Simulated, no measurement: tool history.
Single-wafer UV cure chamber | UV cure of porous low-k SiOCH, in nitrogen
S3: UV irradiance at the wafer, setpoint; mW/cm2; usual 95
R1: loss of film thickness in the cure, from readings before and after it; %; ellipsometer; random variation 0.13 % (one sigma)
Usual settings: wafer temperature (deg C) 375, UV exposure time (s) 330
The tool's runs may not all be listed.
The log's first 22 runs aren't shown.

run 23 day=11.533 | wafer_temperature_(deg_C)=375 UV_exposure_time_(s)=330 S3=95 | R1=11.344
run 24 day=11.788 | wafer_temperature_(deg_C)=357 UV_exposure_time_(s)=330 S3=115 | R1=12.108
run 25 day=12.167 | wafer_temperature_(deg_C)=375 UV_exposure_time_(s)=330 S3=95 | R1=11.395
run 26 day=12.692 | wafer_temperature_(deg_C)=361 UV_exposure_time_(s)=330 S3=95 | R1=11.325
run 27 day=13.221 | wafer_temperature_(deg_C)=386 UV_exposure_time_(s)=330 S3=95 | R1=11.719
-- day=14.150 quartz window cleaned
run 28 day=14.171 | wafer_temperature_(deg_C)=375 UV_exposure_time_(s)=240 S3=95 | R1=9.913
run 29 day=14.358 | wafer_temperature_(deg_C)=375 UV_exposure_time_(s)=330 S3=77 | R1=10.404
-- day=16.088 UV bulbs replaced
run 30 day=16.321 | wafer_temperature_(deg_C)=375 UV_exposure_time_(s)=475 S3=95 | R1=15.850
run 31 day=16.929 | wafer_temperature_(deg_C)=375 UV_exposure_time_(s)=330 S3=71 | R1=12.252
run 32 day=17.329 | wafer_temperature_(deg_C)=375 UV_exposure_time_(s)=330 S3=95 | R1=13.911
run 33 day=17.838 | wafer_temperature_(deg_C)=375 UV_exposure_time_(s)=510 S3=95 | R1=15.981
run 34 day=18.467 | wafer_temperature_(deg_C)=360 UV_exposure_time_(s)=210 S3=95 | R1=11.065
-- day=18.975 quartz window cleaned
run 35 day=18.996 | wafer_temperature_(deg_C)=359 UV_exposure_time_(s)=330 S3=116 | R1=14.315
run 36 day=19.254 | wafer_temperature_(deg_C)=375 UV_exposure_time_(s)=330 S3=95 | R1=13.562
run 37 day=19.704 | wafer_temperature_(deg_C)=375 UV_exposure_time_(s)=450 S3=95 | R1=15.058
run 38 day=20.125 | wafer_temperature_(deg_C)=367 UV_exposure_time_(s)=210 S3=95 | R1=11.108
run 39 day=20.425 | wafer_temperature_(deg_C)=393 UV_exposure_time_(s)=220 S3=68 | R1=10.214
run 40 day=21.125 | wafer_temperature_(deg_C)=375 UV_exposure_time_(s)=330 S3=95 | R1=13.628

5 ways to go on from here, each from the tool as it stands after run 40. What would each give?
run A day=21.142 | wafer_temperature_(deg_C)=375 UV_exposure_time_(s)=330 S3=116 | R1=?
run B day=21.142 | wafer_temperature_(deg_C)=375 UV_exposure_time_(s)=470 S3=83 | R1=?
run C day=21.142 | wafer_temperature_(deg_C)=387 UV_exposure_time_(s)=190 S3=95 | R1=?
run D day=21.142 | wafer_temperature_(deg_C)=375 UV_exposure_time_(s)=330 S3=118 | R1=?
run E day=21.142 | wafer_temperature_(deg_C)=375 UV_exposure_time_(s)=270 S3=95 | R1=?

run=A R1=14.354
run=B R1=14.451
run=C R1=10.854
run=D R1=14.442
run=E R1=12.330
Without the tool's hidden state the same runs would have given:
run=A R1=14.746
run=B R1=14.844
run=C R1=11.220
run=D R1=14.835
run=E R1=12.707
